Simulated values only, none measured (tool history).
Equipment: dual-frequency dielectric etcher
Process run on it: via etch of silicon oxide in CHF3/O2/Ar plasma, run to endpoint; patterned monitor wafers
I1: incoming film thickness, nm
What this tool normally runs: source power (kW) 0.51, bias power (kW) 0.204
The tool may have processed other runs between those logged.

run 1 hour=0 | source_power_(kW)=0.51 bias_power_(kW)=0.204 | I1=549.1 | endpoint_time_(s)=293.5
run 2 hour=27.7 | source_power_(kW)=0.51 bias_power_(kW)=0.204 | I1=542.1 | endpoint_time_(s)=290.1
run 3 hour=61.6 | source_power_(kW)=0.56 bias_power_(kW)=0.181 | I1=547.3 | endpoint_time_(s)=293.7
run 4 hour=107.8 | source_power_(kW)=0.56 bias_power_(kW)=0.181 | I1=548.2 | endpoint_time_(s)=292.5
run 5 hour=172.3 | source_power_(kW)=0.56 bias_power_(kW)=0.181 | I1=545.4 | endpoint_time_(s)=290.6
run 6 hour=216.8 | source_power_(kW)=0.51 bias_power_(kW)=0.204 | I1=550.3 | endpoint_time_(s)=287.1
run 7 hour=243.6 | source_power_(kW)=0.51 bias_power_(kW)=0.204 | I1=548.7 | endpoint_time_(s)=287.4
run 8 hour=297.3 | source_power_(kW)=0.51 bias_power_(kW)=0.204 | I1=544.2 | endpoint_time_(s)=288.6
-- hour=347.3 wet clean of the chamber
run 9 hour=356.6 | source_power_(kW)=0.51 bias_power_(kW)=0.244 | I1=546 | endpoint_time_(s)=283.3
run 10 hour=397.5 | source_power_(kW)=0.51 bias_power_(kW)=0.244 | I1=546.7 | endpoint_time_(s)=282.8
run 11 hour=441.3 | source_power_(kW)=0.51 bias_power_(kW)=0.244 | I1=546 | endpoint_time_(s)=282.7
run 12 hour=487.4 | source_power_(kW)=0.51 bias_power_(kW)=0.191 | I1=551.8 | endpoint_time_(s)=305.4
run 13 hour=526 | source_power_(kW)=0.51 bias_power_(kW)=0.191 | I1=548.2 | endpoint_time_(s)=303.3
run 14 hour=577.3 | source_power_(kW)=0.51 bias_power_(kW)=0.191 | I1=550.6 | endpoint_time_(s)=303.9
run 15 hour=623.7 | source_power_(kW)=0.51 bias_power_(kW)=0.204 | I1=540.6 | endpoint_time_(s)=293.2
run 16 hour=680.1 | source_power_(kW)=0.51 bias_power_(kW)=0.204 | I1=542.6 | endpoint_time_(s)=296.1
run 17 hour=711.3 | source_power_(kW)=0.51 bias_power_(kW)=0.204 | I1=549.4 | endpoint_time_(s)=296.6
run 18 hour=748.5 | source_power_(kW)=0.47 bias_power_(kW)=0.204 | I1=543 | endpoint_time_(s)=299.4
run 19 hour=816.9 | source_power_(kW)=0.39 bias_power_(kW)=0.184 | I1=553.6 | endpoint_time_(s)=330.7
-- hour=864.5 upper electrode replaced, of another model than before
run 20 hour=865 | source_power_(kW)=0.51 bias_power_(kW)=0.191 | I1=541.2 | endpoint_time_(s)=293.1
-- hour=911.3 source power generator calibrated
run 21 hour=965.7 | source_power_(kW)=0.43 bias_power_(kW)=0.222 | I1=549.3 | endpoint_time_(s)=298.6
run 22 hour=1009 | source_power_(kW)=0.51 bias_power_(kW)=0.204 | I1=550.6 | endpoint_time_(s)=290.9
-- hour=1059.4 wet clean of the chamber
run 23 hour=1059.9 | source_power_(kW)=0.51 bias_power_(kW)=0.232 | I1=545.1 | endpoint_time_(s)=291.2
run 24 hour=1086.9 | source_power_(kW)=0.63 bias_power_(kW)=0.228 | I1=548 | endpoint_time_(s)=281.4
run 25 hour=1112 | source_power_(kW)=0.44 bias_power_(kW)=0.204 | I1=547.9 | endpoint_time_(s)=308.6
run 26 hour=1163.8 | source_power_(kW)=0.43 bias_power_(kW)=0.182 | I1=548.9 | endpoint_time_(s)=319
run 27 hour=1220 | source_power_(kW)=0.39 bias_power_(kW)=0.204 | I1=548.9 | endpoint_time_(s)=313
run 28 hour=1273.7 | source_power_(kW)=0.51 bias_power_(kW)=0.251 | I1=558 | endpoint_time_(s)=287.8
-- hour=1281.4 bias power generator calibrated
run 29 hour=1328.3 | source_power_(kW)=0.6 bias_power_(kW)=0.223 | I1=549.2 | endpoint_time_(s)=282
run 30 hour=1363 | source_power_(kW)=0.51 bias_power_(kW)=0.248 | I1=549.5 | endpoint_time_(s)=285.5
run 31 hour=1401.1 | source_power_(kW)=0.56 bias_power_(kW)=0.236 | I1=545.8 | endpoint_time_(s)=279.9
run 32 hour=1452.1 | source_power_(kW)=0.47 bias_power_(kW)=0.156 | I1=550 | endpoint_time_(s)=314.3
run 33 hour=1505.1 | source_power_(kW)=0.4 bias_power_(kW)=0.165 | I1=547.8 | endpoint_time_(s)=318.8
run 34 hour=1558.7 | source_power_(kW)=0.51 bias_power_(kW)=0.204 | I1=549 | endpoint_time_(s)=294.2
-- hour=1632.3 wet clean of the chamber
run 35 hour=1632.8 | source_power_(kW)=0.47 bias_power_(kW)=0.231 | I1=546.4 | endpoint_time_(s)=296.9
run 36 hour=1669.8 | source_power_(kW)=0.63 bias_power_(kW)=0.228 | I1=548 | endpoint_time_(s)=279.8

Branching from run 36: 3 alternative next runs. What would each branch give?
run A hour=1670.3 | source_power_(kW)=0.51 bias_power_(kW)=0.204 | I1=547.3 | endpoint_time_(s)=?
run B hour=1670.3 | source_power_(kW)=0.43 bias_power_(kW)=0.226 | I1=547.3 | endpoint_time_(s)=?
run C hour=1670.3 | source_power_(kW)=0.51 bias_power_(kW)=0.237 | I1=547.3 | endpoint_time_(s)=?

run=A endpoint_time_(s)=297.6
run=B endpoint_time_(s)=301.7
run=C endpoint_time_(s)=288.5
Take away the tool's hidden state, keep each run's random variation, and the runs would have read:
run=A endpoint_time_(s)=297.9
run=B endpoint_time_(s)=301.9
run=C endpoint_time_(s)=288.8
